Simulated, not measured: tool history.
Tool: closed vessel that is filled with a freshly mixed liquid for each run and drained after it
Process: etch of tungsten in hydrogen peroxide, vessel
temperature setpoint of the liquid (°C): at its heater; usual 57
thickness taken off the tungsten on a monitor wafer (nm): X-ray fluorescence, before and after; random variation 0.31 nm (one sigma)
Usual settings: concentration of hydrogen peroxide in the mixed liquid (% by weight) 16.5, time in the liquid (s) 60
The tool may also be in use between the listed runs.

run	hour	temperature setpoint of the liquid (°C)	concentration of hydrogen peroxide in the mixed liquid (% by weight)	time in the liquid (s)	wafers since the last listed run	hours since the thermometer was replaced	hours since the peroxide flow meter was replaced	hours since the drum of peroxide was connected	hours since the gauge calibration	read-back film thickness of the tungsten reference wafer, read on the same gauge (nm)	thickness taken off the tungsten on a monitor wafer (nm)
1	0	49	16.5	60	0	47.2	885	168.6	917.5	80.98	48.27
2	69.8	57	16.5	60	9417	117	954.8	238.4	987.3	81.07	78.25
3	144.5	57	16.5	60	10079	191.7	1029.5	313.1	1062	81.17	78.24
4	200	57	16.5	80	7488	247.2	1085	368.6	1117.5	81.21	104.76
5	262.3	57	16.5	85	8406	309.5	1147.3	430.9	1179.8	81.31	110.38
6	326.7	57	16.5	85	8689	373.9	1211.7	495.3	1244.2	81.36	111.79
7	369.4	57	16.5	85	5761	416.6	1254.4	538	1286.9	81.43	111.25
# hour 393.4: new drum of peroxide connected
8	442.5	57	20	35	9728	489.7	1327.5	49.1	1360	81.51	50.15
9	486.1	57	16.5	60	5882	533.3	1371.1	92.7	1403.6	81.54	78.58
10	527.9	51.5	16.5	60	5640	575.1	1412.9	134.5	1445.4	81.59	56.26
11	618.3	52	16.5	60	12197	665.5	1503.3	224.9	1535.8	81.67	58.28
# hour 673.5: peroxide flow meter replaced
12	684	57	16.5	60	8729	731.2	10.5	290.6	1601.5	81.76	78.92
13	747.4	57	16.5	60	8554	794.6	73.9	354	1664.9	81.86	78.39
14	786.7	66	20.5	50	5302	833.9	113.2	393.3	1704.2	81.92	122
15	861	57	20.5	40	10025	908.2	187.5	467.6	1778.5	81.96	59.11
# hour 865.3: new drum of peroxide connected
16	906.3	50	16.5	60	5977	953.5	232.8	41	1823.8	82.03	52.04
17	968.7	65.5	21	50	8419	1015.9	295.2	103.4	1886.2	82.12	121.49
18	1057.6	57	16.5	30	11995	1104.8	384.1	192.3	1975.1	82.21	39.4
19	1118.9	57	16.5	60	8271	1166.1	445.4	253.6	2036.4	82.27	79.52
# hour 1195: gauge calibrated
20	1209.1	57	21	40	12170	1256.3	535.6	343.8	14.1	80.39	58.35
21	1306.7	57	16.5	60	13168	1353.9	633.2	441.4	111.7	80.48	77.74
# hour 1311.7: new drum of peroxide connected
22	1346.1	57	13	60	5181	1393.3	672.6	34.4	151.1	80.57	68.78
23	1427	61.5	16.5	60	10915	1474.2	753.5	115.3	232	80.61	101.38
# hour 1464.1: thermometer replaced
24	1488.7	57	20.5	60	8190	24.6	815.2	177	293.7	80.68	87.65
25	1569.9	57	16.5	60	10956	105.8	896.4	258.2	374.9	80.81	77.77
26	1652	53	16.5	30	11077	187.9	978.5	340.3	457	80.86	31.02
27	1720.4	50	16.5	60	9229	256.3	1046.9	408.7	525.4	81	51.03
28	1795.9	57	16.5	90	10187	331.8	1122.4	484.2	600.9	81.09	117.3
# hour 1832.9: new drum of peroxide connected
29	1899.6	51	14	95	13857	435.5	1226.1	66.7	704.6	81.16	80.29
30	1987.3	52.5	14	30	11833	523.2	1313.8	154.4	792.3	81.24	27.71
31	2155.4	48.5	12.5	35	22681	691.3	1481.9	322.5	960.4	81.48	23.99

What the log doesn't show, run by run:
liquid colder than its thermometer reads (K): 0 in every run
peroxide flow below the setpoint (%): 0 in every run
peroxide weaker than its label (%): 0 in every run
H1: gauge reads high (%)
run	H1
1	1.24
2	1.34
3	1.45
4	1.53
5	1.62
6	1.71
7	1.77
8	1.88
9	1.94
10	2
11	2.13
12	2.23
13	2.32
14	2.38
15	2.48
16	2.55
17	2.64
18	2.77
19	2.86
20	0.47
21	0.612
22	0.669
23	0.786
24	0.876
25	0.993
26	1.11
27	1.21
28	1.32
29	1.47
30	1.6
31	1.84
